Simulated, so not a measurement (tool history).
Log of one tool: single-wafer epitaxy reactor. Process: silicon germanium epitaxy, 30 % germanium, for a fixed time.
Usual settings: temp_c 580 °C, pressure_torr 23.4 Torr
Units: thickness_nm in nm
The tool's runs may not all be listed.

run	day	temp_c	pressure_torr	wafers since the last listed run	hours since the last pyrometer calibration	hours since the last manometer calibration	hours since the showerhead was replaced	hours since the gauge calibration	read-back reference wafer on the same gauge, thickness_nm	thickness_nm
1	0	580	25.1	0	2486.2	138.5	6647.9	1218.9	46.533	42.195
2	1.738	580	25.1	823	2527.9	180.2	6689.6	1260.6	46.515	42.332
3	3.796	580	23.4	976	2577.3	229.6	6739	1310	46.471	41.386
4	5.862	580	23.4	980	2626.9	279.2	6788.6	1359.6	46.495	41.627
5	8.496	580	23.4	1248	2690.1	342.4	6851.8	1422.8	46.525	41.427
6	9.783	580	23.4	610	2721	373.3	6882.7	1453.7	46.532	41.666
7	11.258	580	23.4	699	2756.4	408.7	6918.1	1489.1	46.521	41.581
8	13.233	588	23.4	936	2803.8	456.1	6965.5	1536.5	46.48	49.681
9	14.696	580	23.4	693	2838.9	491.2	7000.6	1571.6	46.505	41.651
10	16.708	580	23.4	954	2887.2	539.5	7048.9	1619.9	46.493	41.753
11	19.275	580	23.4	1217	2948.8	601.1	7110.5	1681.5	46.524	41.643
12	23.125	580	23.4	1825	3041.2	693.5	7202.9	1773.9	46.472	41.568
# day 25.604: pyrometer calibrated
13	25.954	580	23.4	1183	8.4	761.4	7270.8	1841.8	46.507	41.567
14	31.008	580	19.4	2396	129.7	882.7	7392.1	1963.1	46.474	40.141
15	33.696	580	19.4	1274	194.2	947.2	7456.6	2027.6	46.483	40.015
# day 36.233: showerhead replaced
16	36.529	580	19.4	1185	262.2	1015.2	7.1	2095.6	46.536	39.882
17	39.012	580	23.4	1177	321.8	1074.8	66.7	2155.2	46.467	41.788
18	41.008	574	26.9	946	369.7	1122.7	114.6	2203.1	46.466	37.849
19	43.396	586	26.6	1132	427	1180	171.9	2260.4	46.445	49.239
20	45.85	580	18.9	1163	485.9	1238.9	230.8	2319.3	46.462	40.09
21	47.471	588	18.6	768	524.8	1277.8	269.7	2358.2	46.511	47.42
22	48.954	580	19.4	703	560.4	1313.4	305.3	2393.8	46.471	40.205
# day 55.333: capacitance manometer re-zeroed and calibrated
23	55.362	586	18.1	2880	714.2	0.7	459.1	2547.6	46.491	43.127
# day 57.775: gauge calibrated
24	58.312	586	28.9	1398	785	71.5	529.9	12.9	46.508	48.481
25	61.079	594	28.5	1312	851.4	137.9	596.3	79.3	46.551	57.189
26	63.612	589	20.7	1201	912.2	198.7	657.1	140.1	46.51	47.864
27	66.592	570	20	1412	983.7	270.2	728.6	211.6	46.497	31.445
28	70.596	592	18.9	1898	1079.8	366.3	824.7	307.7	46.512	50.101
29	72.688	585	20.4	991	1130	416.5	874.9	357.9	46.6	43.838
30	74.917	593	20.5	1057	1183.5	470	928.4	411.4	46.504	52.322
# day 76.679: capacitance manometer re-zeroed and calibrated, repeated, since the last time left the tool worse
31	78.029	589	25.9	1317	1258.2	32.4	1003.1	486.1	46.462	51.676
32	79.479	594	26.8	687	1293	67.2	1037.9	520.9	46.5	57.86
33	81.892	580	23.4	1144	1350.9	125.1	1095.8	578.8	46.504	41.612
34	84.517	580	23.4	1244	1413.9	188.1	1158.8	641.8	46.459	41.627
35	87.388	594	23.4	1361	1482.8	257	1227.7	710.7	46.4	55.996

The same runs without the tool's hidden state, with the same run-to-run variation:
The hidden state here: wafer temperature above the value expected at the setpoint (K); true pressure above the setpoint (%); gauge reads high (%).
run	thickness_nm
1	42.174
2	42.272
3	41.285
4	41.487
5	41.244
6	41.461
7	41.356
8	49.38
9	41.381
10	41.459
11	41.324
12	41.215
13	41.192
14	39.746
15	39.608
16	39.463
17	41.338
18	37.435
19	48.69
20	39.636
21	46.877
22	39.741
23	44.252
24	49.641
25	58.455
26	48.854
27	32.048
28	50.975
29	44.569
30	53.154
31	51.671
32	57.8
33	41.508
34	41.465
35	55.701

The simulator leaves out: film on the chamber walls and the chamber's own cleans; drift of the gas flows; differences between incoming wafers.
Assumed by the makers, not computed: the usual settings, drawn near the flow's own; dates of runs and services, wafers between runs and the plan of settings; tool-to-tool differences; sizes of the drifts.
